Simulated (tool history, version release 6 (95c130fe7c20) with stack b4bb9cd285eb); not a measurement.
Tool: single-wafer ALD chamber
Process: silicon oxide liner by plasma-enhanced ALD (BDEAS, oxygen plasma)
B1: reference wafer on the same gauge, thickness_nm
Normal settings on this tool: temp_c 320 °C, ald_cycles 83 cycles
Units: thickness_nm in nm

Run 1, hour 0.0: usual settings but temp_c 324 °C, ald_cycles 75 cycles; B1 7.248. Result: thickness_nm 6.993 nm.
Run 2, hour 62.3: usual settings but temp_c 324 °C, ald_cycles 75 cycles; B1 7.242. Result: thickness_nm 6.982 nm.
Run 3, hour 99.8: usual settings; B1 7.242. Result: thickness_nm 7.755 nm.
Run 4, hour 167.0: usual settings; B1 7.239. Result: thickness_nm 7.741 nm.
Run 5, hour 209.5: usual settings; B1 7.236. Result: thickness_nm 7.751 nm.
Run 6, hour 235.1: usual settings; B1 7.234. Result: thickness_nm 7.766 nm.
Run 7, hour 304.9: usual settings; B1 7.230. Result: thickness_nm 7.769 nm.
Run 8, hour 376.0: usual settings; B1 7.230. Result: thickness_nm 7.743 nm.
Run 9, hour 431.8: usual settings; B1 7.229. Result: thickness_nm 7.783 nm.
Run 10, hour 482.0: usual settings; B1 7.223. Result: thickness_nm 7.752 nm.
Run 11, hour 536.2: usual settings; B1 7.225. Result: thickness_nm 7.734 nm.
Run 12, hour 568.4: usual settings; B1 7.222. Result: thickness_nm 7.766 nm.
Run 13, hour 610.0: usual settings; B1 7.223. Result: thickness_nm 7.747 nm.
Run 14, hour 672.1: usual settings; B1 7.222. Result: thickness_nm 7.732 nm.
Run 15, hour 742.9: usual settings; B1 7.216. Result: thickness_nm 7.738 nm.
Run 16, hour 773.1: usual settings; B1 7.216. Result: thickness_nm 7.727 nm.
Run 17, hour 837.7: usual settings; B1 7.220. Result: thickness_nm 7.709 nm.
Run 18, hour 882.1: usual settings; B1 7.215. Result: thickness_nm 7.768 nm.
Run 19, hour 929.9: usual settings; B1 7.215. Result: thickness_nm 7.731 nm.
Run 20, hour 955.4: usual settings; B1 7.213. Result: thickness_nm 7.746 nm.
Run 21, hour 988.8: usual settings but temp_c 328 °C, ald_cycles 99 cycles; B1 7.212. Result: thickness_nm 9.117 nm.
Run 22, hour 1013.9: usual settings but temp_c 328 °C, ald_cycles 90 cycles; B1 7.212. Result: thickness_nm 8.279 nm.
At hour 1030.8: gauge calibrated.
Run 23, hour 1062.5: usual settings but ald_cycles 90 cycles; B1 7.392. Result: thickness_nm 8.593 nm.
Run 24, hour 1097.9: usual settings but temp_c 315 °C, ald_cycles 98 cycles; B1 7.386. Result: thickness_nm 9.441 nm.
Run 25, hour 1157.6: usual settings; B1 7.372. Result: thickness_nm 7.884 nm.
Run 26, hour 1227.2: usual settings but temp_c 327 °C, ald_cycles 99 cycles; B1 7.352. Result: thickness_nm 9.310 nm.
Run 27, hour 1253.3: usual settings but temp_c 314 °C, ald_cycles 93 cycles; B1 7.351. Result: thickness_nm 8.896 nm.
At hour 1297.1: thermocouple changed; heater temperature recalibrated.
Run 28, hour 1310.4: usual settings but temp_c 307 °C, ald_cycles 94 cycles; B1 7.335. Result: thickness_nm 9.060 nm.
Run 29, hour 1351.8: usual settings but temp_c 316 °C, ald_cycles 91 cycles; B1 7.329. Result: thickness_nm 8.658 nm.
Run 30, hour 1396.6: usual settings but temp_c 312 °C, ald_cycles 96 cycles; B1 7.323. Result: thickness_nm 9.145 nm.
Run 31, hour 1431.8: usual settings but temp_c 314 °C; B1 7.317. Result: thickness_nm 7.898 nm.
Run 32, hour 1497.0: usual settings but temp_c 310 °C, ald_cycles 89 cycles; B1 7.306. Result: thickness_nm 8.509 nm.
Run 33, hour 1565.1: usual settings but temp_c 324 °C, ald_cycles 91 cycles; B1 7.295. Result: thickness_nm 8.537 nm.
Run 34, hour 1734.2: usual settings; B1 7.273. Result: thickness_nm 7.757 nm.
Run 35, hour 1766.2: usual settings but ald_cycles 78 cycles; B1 7.273. Result: thickness_nm 7.336 nm.
Run 36, hour 1837.3: usual settings but temp_c 310 °C, ald_cycles 71 cycles; B1 7.265. Result: thickness_nm 6.766 nm.
Run 37, hour 1862.3: usual settings but temp_c 310 °C, ald_cycles 70 cycles; B1 7.262. Result: thickness_nm 6.656 nm.
Run 38, hour 1887.2: usual settings; B1 7.261. Result: thickness_nm 7.801 nm.
Run 39, hour 1951.4: usual settings; B1 7.253. Result: thickness_nm 7.808 nm.
Run 40, hour 2021.7: usual settings but temp_c 308 °C, ald_cycles 67 cycles; B1 7.250. Result: thickness_nm 6.372 nm.

Predict each of these 3 candidate next runs independently; none follows another, all start after run 40:
Run A, hour 2022.2: usual settings but ald_cycles 69 cycles; B1 ?. Result: thickness_nm ?.
Run B, hour 2022.2: usual settings but temp_c 308 °C, ald_cycles 70 cycles; B1 ?. Result: thickness_nm ?.
Run C, hour 2022.2: usual settings but temp_c 324 °C, ald_cycles 87 cycles; B1 ?. Result: thickness_nm ?.

run     B1  thickness_nm
  A  7.246         6.470
  B  7.246         6.678
  C  7.246         8.111
Take away the tool's hidden state, keep each run's random variation, and the runs would have read:
run  thickness_nm
  A         6.605
  B         6.817
  C         8.280
